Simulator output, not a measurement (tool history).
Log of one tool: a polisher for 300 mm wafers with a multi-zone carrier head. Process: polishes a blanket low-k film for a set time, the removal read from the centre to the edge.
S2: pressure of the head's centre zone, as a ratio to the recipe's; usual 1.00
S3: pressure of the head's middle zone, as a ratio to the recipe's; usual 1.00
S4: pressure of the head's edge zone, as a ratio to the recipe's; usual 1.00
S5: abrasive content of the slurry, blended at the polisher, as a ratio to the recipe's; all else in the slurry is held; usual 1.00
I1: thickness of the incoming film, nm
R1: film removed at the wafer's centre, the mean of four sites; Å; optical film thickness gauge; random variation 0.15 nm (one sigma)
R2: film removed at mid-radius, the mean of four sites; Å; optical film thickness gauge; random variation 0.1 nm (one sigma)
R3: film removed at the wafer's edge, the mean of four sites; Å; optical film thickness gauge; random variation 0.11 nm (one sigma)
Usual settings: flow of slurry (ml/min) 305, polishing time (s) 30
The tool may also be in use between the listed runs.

{"run": 1, "hour": 0.0, "flow of slurry (ml/min)": 305, "S2": 1.0, "S3": 1.0, "S4": 1.0, "S5": 1.0, "polishing time (s)": 30, "I1": 666.8, "R1": 157, "R2": 159, "R3": 160}
{"run": 2, "hour": 34.8, "flow of slurry (ml/min)": 305, "S2": 1.0, "S3": 1.0, "S4": 1.0, "S5": 1.0, "polishing time (s)": 30, "I1": 672.1, "R1": 155, "R2": 160, "R3": 160}
{"run": 3, "hour": 51.4, "flow of slurry (ml/min)": 305, "S2": 1.0, "S3": 1.0, "S4": 1.0, "S5": 1.0, "polishing time (s)": 30, "I1": 677.0, "R1": 154, "R2": 158, "R3": 159}
{"hour": 58.1, "done": "worn pad replaced by a new one"}
{"run": 4, "hour": 66.8, "flow of slurry (ml/min)": 305, "S2": 1.0, "S3": 1.0, "S4": 1.0, "S5": 1.0, "polishing time (s)": 30, "I1": 668.8, "R1": 153, "R2": 159, "R3": 159}
{"run": 5, "hour": 94.1, "flow of slurry (ml/min)": 305, "S2": 1.0, "S3": 1.0, "S4": 1.0, "S5": 1.0, "polishing time (s)": 30, "I1": 682.0, "R1": 151, "R2": 158, "R3": 160}
{"hour": 147.5, "done": "carrier head's membrane replaced by a new one, of another model than before"}
{"hour": 185.2, "done": "worn pad replaced by a new one"}
{"hour": 186.4, "done": "edge zone pressure recalibrated"}
{"run": 6, "hour": 191.3, "flow of slurry (ml/min)": 305, "S2": 1.0, "S3": 1.0, "S4": 1.0, "S5": 1.0, "polishing time (s)": 30, "I1": 665.4, "R1": 137, "R2": 160, "R3": 158}
{"hour": 197.0, "done": "slurry nozzle cleaned"}
{"hour": 212.4, "done": "centre zone pressure recalibrated"}
{"run": 7, "hour": 215.2, "flow of slurry (ml/min)": 305, "S2": 1.0, "S3": 1.0, "S4": 1.0, "S5": 1.0, "polishing time (s)": 30, "I1": 665.1, "R1": 155, "R2": 158, "R3": 160}
{"run": 8, "hour": 245.4, "flow of slurry (ml/min)": 305, "S2": 1.0, "S3": 1.0, "S4": 0.94, "S5": 1.3, "polishing time (s)": 30, "I1": 658.8, "R1": 173, "R2": 177, "R3": 170}
{"run": 9, "hour": 276.2, "flow of slurry (ml/min)": 400, "S2": 0.89, "S3": 0.95, "S4": 1.0, "S5": 1.25, "polishing time (s)": 30, "I1": 674.2, "R1": 142, "R2": 172, "R3": 174}
{"run": 10, "hour": 289.7, "flow of slurry (ml/min)": 390, "S2": 1.0, "S3": 1.0, "S4": 1.0, "S5": 1.0, "polishing time (s)": 30, "I1": 667.9, "R1": 156, "R2": 160, "R3": 158}
{"hour": 306.3, "done": "worn pad replaced by a new one"}
{"run": 11, "hour": 306.8, "flow of slurry (ml/min)": 305, "S2": 1.0, "S3": 1.07, "S4": 1.11, "S5": 1.0, "polishing time (s)": 23, "I1": 678.1, "R1": 116, "R2": 124, "R3": 130}
{"run": 12, "hour": 322.9, "flow of slurry (ml/min)": 305, "S2": 1.0, "S3": 1.0, "S4": 0.95, "S5": 1.25, "polishing time (s)": 36, "I1": 673.5, "R1": 198, "R2": 208, "R3": 200}
{"run": 13, "hour": 347.2, "flow of slurry (ml/min)": 305, "S2": 1.0, "S3": 1.0, "S4": 1.0, "S5": 1.0, "polishing time (s)": 30, "I1": 681.5, "R1": 149, "R2": 157, "R3": 160}
{"run": 14, "hour": 370.4, "flow of slurry (ml/min)": 305, "S2": 1.0, "S3": 1.0, "S4": 1.0, "S5": 1.0, "polishing time (s)": 30, "I1": 671.0, "R1": 145, "R2": 157, "R3": 160}
{"run": 15, "hour": 394.1, "flow of slurry (ml/min)": 305, "S2": 1.0, "S3": 1.0, "S4": 1.0, "S5": 1.0, "polishing time (s)": 30, "I1": 671.9, "R1": 147, "R2": 157, "R3": 159}
{"run": 16, "hour": 408.3, "flow of slurry (ml/min)": 395, "S2": 1.04, "S3": 1.0, "S4": 1.11, "S5": 0.9, "polishing time (s)": 30, "I1": 664.4, "R1": 150, "R2": 155, "R3": 164}
{"run": 17, "hour": 430.1, "flow of slurry (ml/min)": 305, "S2": 1.0, "S3": 1.0, "S4": 1.04, "S5": 1.0, "polishing time (s)": 30, "I1": 670.9, "R1": 144, "R2": 156, "R3": 162}
{"run": 18, "hour": 443.2, "flow of slurry (ml/min)": 305, "S2": 1.0, "S3": 1.0, "S4": 1.0, "S5": 1.0, "polishing time (s)": 35, "I1": 676.4, "R1": 164, "R2": 186, "R3": 185}
{"hour": 454.4, "done": "worn pad replaced by a new one"}
{"hour": 455.3, "done": "slurry nozzle cleaned"}
{"run": 19, "hour": 462.2, "flow of slurry (ml/min)": 305, "S2": 0.96, "S3": 1.0, "S4": 1.0, "S5": 1.0, "polishing time (s)": 39, "I1": 664.4, "R1": 172, "R2": 206, "R3": 207}
{"run": 20, "hour": 493.1, "flow of slurry (ml/min)": 305, "S2": 0.94, "S3": 1.0, "S4": 1.07, "S5": 1.0, "polishing time (s)": 30, "I1": 663.4, "R1": 126, "R2": 158, "R3": 167}
{"run": 21, "hour": 524.0, "flow of slurry (ml/min)": 205, "S2": 1.0, "S3": 1.0, "S4": 1.0, "S5": 1.0, "polishing time (s)": 30, "I1": 678.9, "R1": 131, "R2": 155, "R3": 156}

Some steps in R1 between neighbouring runs. How much of each would the tool show without its hidden state too (settings, what came in, random variation), and how much is left for the hidden state, with any gauge scatter that isn't in both results?
The hidden state here: removal rate lost through wear of the pad, %; slurry flow missing at the pad, %; deviation of the centre zone's pressure from its setpoint, %; deviation of the edge zone's pressure from its setpoint, %.
Run 5 -> 6: carrier head's membrane replaced by a new one, of another model than before, worn pad replaced by a new one, edge zone pressure recalibrated. R1 -14 Å: hidden state -12, all else -2.
Run 6 -> 7: slurry nozzle cleaned, centre zone pressure recalibrated. R1 +18 Å: hidden state +14, all else +4.
Run 11 -> 12: S3 1.07 -> 1.00, S4 1.11 -> 0.95, S5 1.00 -> 1.25, polishing time (s) 23 -> 36. R1 +82 Å: hidden state -5, all else +87.
Run 12 -> 13: S4 0.95 -> 1.00, S5 1.25 -> 1.00, polishing time (s) 36 -> 30. R1 -49 Å: hidden state +1, all else -50.
